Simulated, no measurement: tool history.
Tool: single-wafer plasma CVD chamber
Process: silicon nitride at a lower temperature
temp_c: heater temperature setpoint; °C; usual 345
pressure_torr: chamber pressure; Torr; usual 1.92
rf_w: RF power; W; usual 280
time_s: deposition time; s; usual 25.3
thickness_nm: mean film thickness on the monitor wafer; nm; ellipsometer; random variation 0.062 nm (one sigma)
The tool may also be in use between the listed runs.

run,hour,temp_c,pressure_torr,rf_w,time_s,"read-back reference wafer on the same gauge, thickness_nm",thickness_nm
1,0.0,345,1.92,280,25.3,25.579,30.412
2,13.0,345,1.92,280,25.3,25.587,30.380
3,24.1,345,1.92,280,25.3,25.605,30.406
4,38.1,339,1.92,250,25.3,25.615,28.663
5,45.5,345,1.53,280,25.3,25.596,27.165
6,56.7,345,1.67,280,25.3,25.578,28.516
7,67.3,345,1.92,280,25.3,25.599,30.543
8,85.3,339,2.36,320,22.8,25.588,31.768
9,102.0,345,1.92,280,28.0,25.604,32.286
10,102.3,351,1.47,265,29.3,25.599,28.322
11,116.7,345,1.92,265,25.3,25.591,28.318
12,130.6,345,1.67,225,25.3,25.593,24.223
13,143.2,345,1.92,280,25.3,25.593,29.275
14,156.8,345,1.92,240,29.9,25.622,31.891
15,199.7,341,1.57,310,23.2,25.605,25.694
16,208.8,345,1.92,295,25.3,25.601,30.211
17,253.9,345,1.92,295,25.3,25.592,31.402
18,262.6,345,1.78,240,25.3,25.598,26.997
19,278.4,345,1.60,245,25.3,25.606,25.776
20,295.0,352,1.92,280,25.3,25.591,30.151
21,305.9,333,1.48,250,21.9,25.599,21.613
22,312.3,345,1.92,280,25.3,25.605,30.319
23,321.9,338,1.92,280,21.5,25.579,25.875
24,334.7,332,1.92,280,25.3,25.599,30.431
25,341.8,337,1.92,280,29.9,25.587,35.749
26,348.9,359,1.92,280,25.3,25.579,29.984
27,385.7,345,1.92,280,25.3,25.601,30.130
28,403.4,345,1.92,280,25.3,25.594,30.132

Not shown: 4 entries that the log had between the listed runs. Between which runs, and how does the tool's hidden state differ before and after?
Between runs 1 and 2: gauge calibrated (hour 6.5)
  delivered RF power above the setpoint (%): -8.64 -> -8.66; true pressure above the setpoint (%): 9.79 -> 9.89
  measured less the result without the state, thickness_nm: -0.297 -> -0.289 nm
Between runs 2 and 3: thermocouple changed; heater temperature recalibrated (hour 21.3)
  delivered RF power above the setpoint (%): -8.66 -> -8.67; true pressure above the setpoint (%): 9.89 -> 9.98
  measured less the result without the state, thickness_nm: -0.289 -> -0.282 nm
Between runs 8 and 9: capacitance manometer re-zeroed and calibrated (hour 101.5)
  delivered RF power above the setpoint (%): -8.74 -> -8.76; true pressure above the setpoint (%): 10.5 -> 0.667
  measured less the result without the state, thickness_nm: -0.474 -> -1.552 nm
Between runs 16 and 17: RF generator calibrated (hour 226.3)
  delivered RF power above the setpoint (%): -8.85 -> -1.95; true pressure above the setpoint (%): 0.686 -> 0.705
  measured less the result without the state, thickness_nm: -1.435 -> -0.232 nm

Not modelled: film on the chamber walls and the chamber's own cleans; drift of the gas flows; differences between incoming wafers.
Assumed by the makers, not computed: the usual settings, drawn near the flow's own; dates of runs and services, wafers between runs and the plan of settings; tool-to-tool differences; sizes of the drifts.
